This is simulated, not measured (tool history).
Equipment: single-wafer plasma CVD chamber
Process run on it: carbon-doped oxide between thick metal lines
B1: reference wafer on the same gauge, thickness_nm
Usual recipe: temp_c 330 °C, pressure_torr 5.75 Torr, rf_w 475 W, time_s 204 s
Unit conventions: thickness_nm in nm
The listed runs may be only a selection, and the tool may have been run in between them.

{"run": 1, "day": 0.0, "temp_c": 330, "pressure_torr": 5.75, "rf_w": 475, "time_s": 204, "B1": 969.609, "thickness_nm": 1031.914}
{"run": 2, "day": 0.388, "temp_c": 330, "pressure_torr": 5.75, "rf_w": 475, "time_s": 204, "B1": 969.643, "thickness_nm": 1035.786}
{"run": 3, "day": 0.746, "temp_c": 330, "pressure_torr": 5.75, "rf_w": 475, "time_s": 204, "B1": 970.09, "thickness_nm": 1033.948}
{"run": 4, "day": 2.788, "temp_c": 330, "pressure_torr": 5.75, "rf_w": 475, "time_s": 204, "B1": 969.96, "thickness_nm": 1033.803}
{"day": 3.467, "done": "thermocouple changed; heater temperature recalibrated"}
{"run": 5, "day": 3.488, "temp_c": 330, "pressure_torr": 5.75, "rf_w": 475, "time_s": 204, "B1": 970.118, "thickness_nm": 1031.752}
{"day": 3.558, "done": "gauge calibrated"}
{"run": 6, "day": 3.879, "temp_c": 330, "pressure_torr": 5.75, "rf_w": 475, "time_s": 204, "B1": 970.221, "thickness_nm": 1030.494}
{"run": 7, "day": 4.196, "temp_c": 330, "pressure_torr": 5.75, "rf_w": 475, "time_s": 204, "B1": 970.593, "thickness_nm": 1032.022}
{"day": 5.167, "done": "showerhead replaced"}
{"run": 8, "day": 5.188, "temp_c": 330, "pressure_torr": 5.75, "rf_w": 475, "time_s": 217, "B1": 969.744, "thickness_nm": 1094.042}
{"day": 5.696, "done": "RF generator calibrated"}
{"day": 5.988, "done": "capacitance manometer re-zeroed and calibrated"}
{"run": 9, "day": 6.008, "temp_c": 330, "pressure_torr": 5.75, "rf_w": 475, "time_s": 204, "B1": 970.46, "thickness_nm": 1087.876}
{"run": 10, "day": 6.021, "temp_c": 330, "pressure_torr": 5.75, "rf_w": 475, "time_s": 204, "B1": 969.9, "thickness_nm": 1088.609}
{"run": 11, "day": 6.338, "temp_c": 330, "pressure_torr": 5.75, "rf_w": 475, "time_s": 204, "B1": 969.632, "thickness_nm": 1086.247}
{"run": 12, "day": 6.675, "temp_c": 330, "pressure_torr": 5.75, "rf_w": 475, "time_s": 204, "B1": 969.887, "thickness_nm": 1088.189}

Run 13, settings as shown, results not yet in. Your forecast:
{"run": 13, "day": 6.996, "temp_c": 330, "pressure_torr": 5.01, "rf_w": 385, "time_s": 204, "B1": "?", "thickness_nm": "?"}

Run 13 gave B1 970.282, thickness_nm 918.794 nm.
Take away the tool's hidden state, keep the run-to-run variation as it was, and the same run would have given thickness_nm 926.395 nm.

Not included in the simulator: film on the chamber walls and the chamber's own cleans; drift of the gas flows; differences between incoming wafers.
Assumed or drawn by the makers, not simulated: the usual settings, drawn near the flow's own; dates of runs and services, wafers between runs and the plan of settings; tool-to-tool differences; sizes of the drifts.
